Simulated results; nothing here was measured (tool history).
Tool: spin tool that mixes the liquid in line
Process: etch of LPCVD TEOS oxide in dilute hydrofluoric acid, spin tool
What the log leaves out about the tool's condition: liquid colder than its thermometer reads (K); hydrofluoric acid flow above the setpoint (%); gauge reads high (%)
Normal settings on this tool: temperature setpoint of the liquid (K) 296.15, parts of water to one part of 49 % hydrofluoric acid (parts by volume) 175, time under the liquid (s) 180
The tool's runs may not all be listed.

run   hour  temperature setpoint of the liquid (K)  parts of water to one part of 49 % hydrofluoric acid (parts by volume)  time under the liquid (s)  wafers since the last listed run  hours since the thermometer was replaced  hours since the hydrofluoric acid flow meter was replaced  hours since the gauge calibration  read-back film thickness of the LPCVD TEOS oxide reference wafer, read on the same gauge (nm)  thickness taken off the LPCVD TEOS oxide on a monitor wafer (nm)
  1      0                                  296.15                                                                     240                        180                                 0                                      1469                                                     2263.6                              104.4                                                                                            100                                                             28.21
  2    7.1                                  296.15                                                                     240                        180                                67                                    1476.1                                                     2270.7                              111.5                                                                                         100.01                                                             28.46
  3   17.1                                  296.15                                                                     175                        180                                95                                    1486.1                                                     2280.7                              121.5                                                                                          99.99                                                              41.2
  4     33                                  296.15                                                                     175                        180                               151                                      1502                                                     2296.6                              137.4                                                                                          99.98                                                             41.32
  5   50.3                                  296.15                                                                     175                        180                               165                                    1519.3                                                     2313.9                              154.7                                                                                          99.99                                                             41.13
  6   64.5                                  296.15                                                                     175                        180                               135                                    1533.5                                                     2328.1                              168.9                                                                                          99.98                                                             40.87
  7   80.1                                  296.15                                                                     175                        180                               149                                    1549.1                                                     2343.7                              184.5                                                                                          99.99                                                             41.33
  8   95.9                                  296.15                                                                     175                        180                               150                                    1564.9                                                     2359.5                              200.3                                                                                         100.01                                                             41.15
        98  -- thermometer replaced
  9  112.5                                  296.15                                                                     175                        180                               149                                      14.5                                                     2376.1                              216.9                                                                                         100.01                                                             44.69
     116.4  -- gauge calibrated
 10  120.2                                  296.15                                                                     175                        180                                73                                      22.2                                                     2383.8                                3.8                                                                                          99.98                                                             44.63
 11  136.2                                  296.15                                                                     175                        180                               152                                      38.2                                                     2399.8                               19.8                                                                                            100                                                              44.8
 12  144.4                                  296.15                                                                     175                        270                                78                                      46.4                                                       2408                                 28                                                                                            100                                                             67.44
     145.9  -- hydrofluoric acid flow meter replaced
 13  161.4                                  294.65                                                                     200                        180                               152                                      63.4                                                       15.5                                 45                                                                                          99.99                                                             30.93
 14  170.8                                  296.15                                                                     175                        180                                89                                      72.8                                                       24.9                               54.4                                                                                         100.01                                                             38.18
 15  187.8                                  296.15                                                                     175                        180                               162                                      89.8                                                       41.9                               71.4                                                                                         100.01                                                             38.24
 16  200.2                                  297.65                                                                     235                        105                               118                                     102.2                                                       54.3                               83.8                                                                                          99.99                                                             16.53
 17  213.5                                  296.15                                                                     175                        180                               127                                     115.5                                                       67.6                               97.1                                                                                         100.01                                                             38.35
 18  228.4                                  296.15                                                                      95                        260                               142                                     130.4                                                       82.5                                112                                                                                            100                                                            111.32
 19  242.2                                  300.15                                                                     115                         95                               131                                     144.2                                                       96.3                              125.8                                                                                         100.01                                                             38.43
 20  249.5                                  293.65                                                                     125                         90                                69                                     151.5                                                      103.6                              133.1                                                                                         100.01                                                             25.59
 21  264.4                                  296.15                                                                     225                         85                               142                                     166.4                                                      118.5                                148                                                                                            100                                                             13.37
 22  274.5                                  301.15                                                                     115                        215                                96                                     176.5                                                      128.6                              158.1                                                                                         100.03                                                             91.01

Forecast each of these 5 alternatives for the next run:
  A   275                                  296.15                                                                     140                        180                                 4                                       177                                                      129.1                              158.6                                                                                              ?                                                                 ?
  B   275                                  296.15                                                                      90                         70                                 4                                       177                                                      129.1                              158.6                                                                                              ?                                                                 ?
  C   275                                  298.15                                                                     230                        120                                 4                                       177                                                      129.1                              158.6                                                                                              ?                                                                 ?
  D   275                                  296.15                                                                     150                        290                                 4                                       177                                                      129.1                              158.6                                                                                              ?                                                                 ?
  E   275                                  299.65                                                                     240                        180                                 4                                       177                                                      129.1                              158.6                                                                                              ?                                                                 ?

run  read-back film thickness of the LPCVD TEOS oxide reference wafer, read on the same gauge (nm)  thickness taken off the LPCVD TEOS oxide on a monitor wafer (nm)
  A                                                                                          99.99                                                             50.06
  B                                                                                          99.99                                                             32.08
  C                                                                                          99.99                                                             19.88
  D                                                                                          99.99                                                             74.45
  E                                                                                          99.99                                                             29.82
What these runs would have given with no unlogged condition in the tool:
run  thickness taken off the LPCVD TEOS oxide on a monitor wafer (nm)
  A                                                              49.9
  B                                                             32.01
  C                                                             19.77
  D                                                             74.19
  E                                                             29.65

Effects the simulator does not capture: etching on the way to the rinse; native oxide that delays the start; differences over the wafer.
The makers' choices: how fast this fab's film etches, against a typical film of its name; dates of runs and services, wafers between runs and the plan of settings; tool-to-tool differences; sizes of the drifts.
